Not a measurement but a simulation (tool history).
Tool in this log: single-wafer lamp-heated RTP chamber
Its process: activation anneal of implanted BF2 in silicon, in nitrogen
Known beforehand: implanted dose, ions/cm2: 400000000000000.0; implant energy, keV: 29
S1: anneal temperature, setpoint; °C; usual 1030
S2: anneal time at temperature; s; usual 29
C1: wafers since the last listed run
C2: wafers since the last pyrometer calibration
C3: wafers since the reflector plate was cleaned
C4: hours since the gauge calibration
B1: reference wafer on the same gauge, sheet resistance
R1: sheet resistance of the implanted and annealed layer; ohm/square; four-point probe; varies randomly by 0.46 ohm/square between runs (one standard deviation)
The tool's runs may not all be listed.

run 1 hour=0 | S1=1030 S2=29 | C1=0 C2=1446 C3=4905 C4=495.7 | B1=332.58 | R1=302.33
run 2 hour=19.3 | S1=1030 S2=29 | C1=171 C2=1618 C3=5077 C4=515 | B1=332.57 | R1=302.14
run 3 hour=33.5 | S1=1030 S2=29 | C1=126 C2=1745 C3=5203 C4=529.2 | B1=332.66 | R1=302.31
run 4 hour=66.1 | S1=1006 S2=23 | C1=290 C2=2035 C3=5494 C4=561.8 | B1=332.59 | R1=305.54
run 5 hour=115.1 | S1=1006 S2=23 | C1=436 C2=2472 C3=5931 C4=610.8 | B1=332.46 | R1=304.77
run 6 hour=128.6 | S1=1006 S2=23 | C1=120 C2=2592 C3=6051 C4=624.3 | B1=332.46 | R1=306.36
run 7 hour=146.2 | S1=1030 S2=29 | C1=156 C2=2749 C3=6208 C4=641.9 | B1=332.48 | R1=302.02
run 8 hour=159.4 | S1=1030 S2=29 | C1=117 C2=2867 C3=6325 C4=655.1 | B1=332.41 | R1=302.89
run 9 hour=179.6 | S1=1030 S2=29 | C1=179 C2=3047 C3=6505 C4=675.3 | B1=332.37 | R1=301.44
run 10 hour=246.3 | S1=1030 S2=29 | C1=594 C2=3641 C3=7100 C4=742 | B1=332.26 | R1=302.39
run 11 hour=269.6 | S1=1013 S2=29 | C1=207 C2=3849 C3=7307 C4=765.3 | B1=332.16 | R1=303.71
run 12 hour=291 | S1=1013 S2=29 | C1=190 C2=4039 C3=7498 C4=786.7 | B1=332.22 | R1=303.41
run 13 hour=318.3 | S1=1013 S2=29 | C1=243 C2=4283 C3=7741 C4=814 | B1=332.2 | R1=302.9
-- hour=332.6 pyrometer window cleaned and pyrometer calibrated
run 14 hour=337.2 | S1=1030 S2=29 | C1=97 C2=40 C3=7838 C4=832.9 | B1=332.19 | R1=301.31
run 15 hour=369.8 | S1=1030 S2=29 | C1=290 C2=331 C3=8129 C4=865.5 | B1=332.11 | R1=301.44
run 16 hour=442.1 | S1=1030 S2=29 | C1=644 C2=975 C3=8773 C4=937.8 | B1=331.89 | R1=301.6
run 17 hour=458.7 | S1=1030 S2=29 | C1=147 C2=1123 C3=8921 C4=954.4 | B1=331.91 | R1=302.04
run 18 hour=482.1 | S1=1030 S2=29 | C1=208 C2=1331 C3=9130 C4=977.8 | B1=331.78 | R1=301.74
-- hour=490.2 reflector plate cleaned
run 19 hour=505.5 | S1=1030 S2=14 | C1=137 C2=1468 C3=136 C4=1001.2 | B1=331.82 | R1=304.8
run 20 hour=527.1 | S1=1010 S2=41 | C1=192 C2=1661 C3=328 C4=1022.8 | B1=331.73 | R1=301.7
run 21 hour=544.3 | S1=1030 S2=29 | C1=153 C2=1814 C3=482 C4=1040 | B1=331.72 | R1=300.55
run 22 hour=572.6 | S1=1030 S2=29 | C1=252 C2=2066 C3=734 C4=1068.3 | B1=331.64 | R1=301.57
-- hour=598.8 gauge calibrated
run 23 hour=599.5 | S1=1043 S2=45 | C1=239 C2=2306 C3=973 C4=0.7 | B1=333.77 | R1=298.35
run 24 hour=627 | S1=1004 S2=29 | C1=245 C2=2551 C3=1218 C4=28.2 | B1=333.76 | R1=305.14
run 25 hour=650.3 | S1=1030 S2=13 | C1=207 C2=2759 C3=1426 C4=51.5 | B1=333.71 | R1=305.84
run 26 hour=711.5 | S1=1030 S2=39 | C1=545 C2=3304 C3=1971 C4=112.7 | B1=333.58 | R1=300.57
-- hour=751.8 pyrometer window cleaned and pyrometer calibrated
run 27 hour=753.5 | S1=1021 S2=37 | C1=302 C2=15 C3=2274 C4=154.7 | B1=333.35 | R1=302.78
run 28 hour=782.9 | S1=1030 S2=29 | C1=261 C2=276 C3=2536 C4=184.1 | B1=333.52 | R1=302.61
run 29 hour=814 | S1=1014 S2=24 | C1=277 C2=554 C3=2814 C4=215.2 | B1=333.47 | R1=305.42
run 30 hour=832.5 | S1=1058 S2=24 | C1=164 C2=718 C3=2978 C4=233.7 | B1=333.32 | R1=302.45
run 31 hour=847.1 | S1=1030 S2=29 | C1=130 C2=849 C3=3108 C4=248.3 | B1=333.41 | R1=302.46
run 32 hour=880.1 | S1=1006 S2=29 | C1=294 C2=1143 C3=3403 C4=281.3 | B1=333.22 | R1=306.09
run 33 hour=903 | S1=1030 S2=29 | C1=204 C2=1347 C3=3607 C4=304.2 | B1=333.34 | R1=302.8
run 34 hour=919.4 | S1=1030 S2=36 | C1=146 C2=1493 C3=3753 C4=320.6 | B1=333.22 | R1=301.92
run 35 hour=951.2 | S1=1030 S2=29 | C1=283 C2=1776 C3=4036 C4=352.4 | B1=333.13 | R1=302
run 36 hour=973.3 | S1=1030 S2=45 | C1=196 C2=1973 C3=4233 C4=374.5 | B1=333.05 | R1=299.18
run 37 hour=1001.4 | S1=1030 S2=29 | C1=250 C2=2224 C3=4483 C4=402.6 | B1=332.93 | R1=302.85
run 38 hour=1024.8 | S1=1011 S2=43 | C1=208 C2=2432 C3=4692 C4=426 | B1=332.83 | R1=303.03

Here are 3 independent what-if runs from the current tool condition. What would each one return?
run A hour=1025.2 | S1=1052 S2=29 | C1=3 C2=2436 C3=4695 C4=426.4 | B1=? | R1=?
run B hour=1025.2 | S1=1019 S2=29 | C1=3 C2=2436 C3=4695 C4=426.4 | B1=? | R1=?
run C hour=1025.2 | S1=1057 S2=29 | C1=3 C2=2436 C3=4695 C4=426.4 | B1=? | R1=?

run=A B1=333.09 R1=301.03
run=B B1=333.09 R1=304.14
run=C B1=333.09 R1=300.45
With no hidden state in the tool, these same runs would have given:
run=A R1=301.93
run=B R1=305.04
run=C R1=301.34

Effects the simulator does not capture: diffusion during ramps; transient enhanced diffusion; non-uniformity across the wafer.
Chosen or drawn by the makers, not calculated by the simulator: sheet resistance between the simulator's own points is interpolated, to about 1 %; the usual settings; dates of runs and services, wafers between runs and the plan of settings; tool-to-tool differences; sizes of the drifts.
